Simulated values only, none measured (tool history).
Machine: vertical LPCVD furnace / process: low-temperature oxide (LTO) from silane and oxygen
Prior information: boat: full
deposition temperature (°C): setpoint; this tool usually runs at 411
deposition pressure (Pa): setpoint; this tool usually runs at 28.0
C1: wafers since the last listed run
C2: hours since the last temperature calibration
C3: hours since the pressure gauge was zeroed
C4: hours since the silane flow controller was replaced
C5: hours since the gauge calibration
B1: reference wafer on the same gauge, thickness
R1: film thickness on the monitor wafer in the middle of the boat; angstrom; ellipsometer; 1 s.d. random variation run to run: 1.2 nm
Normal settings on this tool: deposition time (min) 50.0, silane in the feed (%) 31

run 1 hour=0.0 | deposition_temperature_(°C)=411 deposition_pressure_(Pa)=28.0 deposition_time_(min)=50.0 silane_in_the_feed_(%)=31 | C1=0 C2=2489.9 C3=1198.4 C4=6113.4 C5=743.3 | B1=376.08 | R1=3356.5
run 2 hour=43.5 | deposition_temperature_(°C)=411 deposition_pressure_(Pa)=28.0 deposition_time_(min)=50.0 silane_in_the_feed_(%)=31 | C1=816 C2=2533.4 C3=1241.9 C4=6156.9 C5=786.8 | B1=375.80 | R1=3356.8
run 3 hour=103.7 | deposition_temperature_(°C)=411 deposition_pressure_(Pa)=28.0 deposition_time_(min)=50.0 silane_in_the_feed_(%)=31 | C1=1130 C2=2593.6 C3=1302.1 C4=6217.1 C5=847.0 | B1=375.91 | R1=3350.5
run 4 hour=278.7 | deposition_temperature_(°C)=411 deposition_pressure_(Pa)=28.0 deposition_time_(min)=50.0 silane_in_the_feed_(%)=31 | C1=3285 C2=2768.6 C3=1477.1 C4=6392.1 C5=1022.0 | B1=375.93 | R1=3339.9
run 5 hour=328.5 | deposition_temperature_(°C)=411 deposition_pressure_(Pa)=28.0 deposition_time_(min)=50.0 silane_in_the_feed_(%)=31 | C1=934 C2=2818.4 C3=1526.9 C4=6441.9 C5=1071.8 | B1=375.97 | R1=3300.7
run 6 hour=386.0 | deposition_temperature_(°C)=411 deposition_pressure_(Pa)=28.0 deposition_time_(min)=50.0 silane_in_the_feed_(%)=31 | C1=1079 C2=2875.9 C3=1584.4 C4=6499.4 C5=1129.3 | B1=375.92 | R1=3318.0
-- hour=393.5 gauge calibrated
run 7 hour=457.1 | deposition_temperature_(°C)=411 deposition_pressure_(Pa)=28.0 deposition_time_(min)=50.0 silane_in_the_feed_(%)=31 | C1=1334 C2=2947.0 C3=1655.5 C4=6570.5 C5=63.6 | B1=375.86 | R1=3329.4
run 8 hour=521.4 | deposition_temperature_(°C)=411 deposition_pressure_(Pa)=28.0 deposition_time_(min)=50.0 silane_in_the_feed_(%)=31 | C1=1207 C2=3011.3 C3=1719.8 C4=6634.8 C5=127.9 | B1=375.84 | R1=3283.7
run 9 hour=550.8 | deposition_temperature_(°C)=411 deposition_pressure_(Pa)=28.0 deposition_time_(min)=50.0 silane_in_the_feed_(%)=31 | C1=551 C2=3040.7 C3=1749.2 C4=6664.2 C5=157.3 | B1=375.87 | R1=3306.4
-- hour=577.3 pressure gauge zeroed
run 10 hour=578.6 | deposition_temperature_(°C)=411 deposition_pressure_(Pa)=28.0 deposition_time_(min)=50.0 silane_in_the_feed_(%)=31 | C1=71 C2=3068.5 C3=1.3 C4=6692.0 C5=185.1 | B1=375.62 | R1=3432.0
run 11 hour=619.0 | deposition_temperature_(°C)=411 deposition_pressure_(Pa)=28.0 deposition_time_(min)=50.0 silane_in_the_feed_(%)=31 | C1=758 C2=3108.9 C3=41.7 C4=6732.4 C5=225.5 | B1=376.01 | R1=3436.2
-- hour=654.9 silane flow controller replaced
run 12 hour=676.8 | deposition_temperature_(°C)=400 deposition_pressure_(Pa)=28.0 deposition_time_(min)=43.0 silane_in_the_feed_(%)=26 | C1=634 C2=3166.7 C3=99.5 C4=21.9 C5=283.3 | B1=376.27 | R1=2133.3
run 13 hour=740.5 | deposition_temperature_(°C)=414 deposition_pressure_(Pa)=24.0 deposition_time_(min)=50.0 silane_in_the_feed_(%)=31 | C1=1195 C2=3230.4 C3=163.2 C4=85.6 C5=347.0 | B1=375.77 | R1=3232.6
run 14 hour=807.1 | deposition_temperature_(°C)=401 deposition_pressure_(Pa)=28.0 deposition_time_(min)=50.0 silane_in_the_feed_(%)=35 | C1=1250 C2=3297.0 C3=229.8 C4=152.2 C5=413.6 | B1=375.78 | R1=3809.4
-- hour=847.5 thermocouples replaced and temperature profile calibrated
run 15 hour=854.2 | deposition_temperature_(°C)=405 deposition_pressure_(Pa)=28.0 deposition_time_(min)=50.0 silane_in_the_feed_(%)=31 | C1=433 C2=6.7 C3=276.9 C4=199.3 C5=460.7 | B1=376.13 | R1=3366.1
run 16 hour=884.2 | deposition_temperature_(°C)=414 deposition_pressure_(Pa)=22.7 deposition_time_(min)=61.5 silane_in_the_feed_(%)=29 | C1=563 C2=36.7 C3=306.9 C4=229.3 C5=490.7 | B1=375.62 | R1=3361.1
run 17 hour=955.1 | deposition_temperature_(°C)=411 deposition_pressure_(Pa)=28.0 deposition_time_(min)=61.0 silane_in_the_feed_(%)=31 | C1=1330 C2=107.6 C3=377.8 C4=300.2 C5=561.6 | B1=376.10 | R1=4393.8
run 18 hour=980.5 | deposition_temperature_(°C)=411 deposition_pressure_(Pa)=28.0 deposition_time_(min)=50.0 silane_in_the_feed_(%)=31 | C1=476 C2=133.0 C3=403.2 C4=325.6 C5=587.0 | B1=376.10 | R1=3581.2
run 19 hour=1041.0 | deposition_temperature_(°C)=404 deposition_pressure_(Pa)=28.0 deposition_time_(min)=50.0 silane_in_the_feed_(%)=26 | C1=1135 C2=193.5 C3=463.7 C4=386.1 C5=647.5 | B1=375.59 | R1=2551.5

For run 20, what comes out?
run 20 hour=1083.0 | deposition_temperature_(°C)=411 deposition_pressure_(Pa)=28.0 deposition_time_(min)=50.0 silane_in_the_feed_(%)=31 | C1=788 C2=235.5 C3=505.7 C4=428.1 C5=689.5 | B1=? | R1=?

B1: 376.39
R1: 3566.1 angstrom
If the tool had no hidden condition, the same run with the same run-to-run variation would have returned R1 3630.6 angstrom.
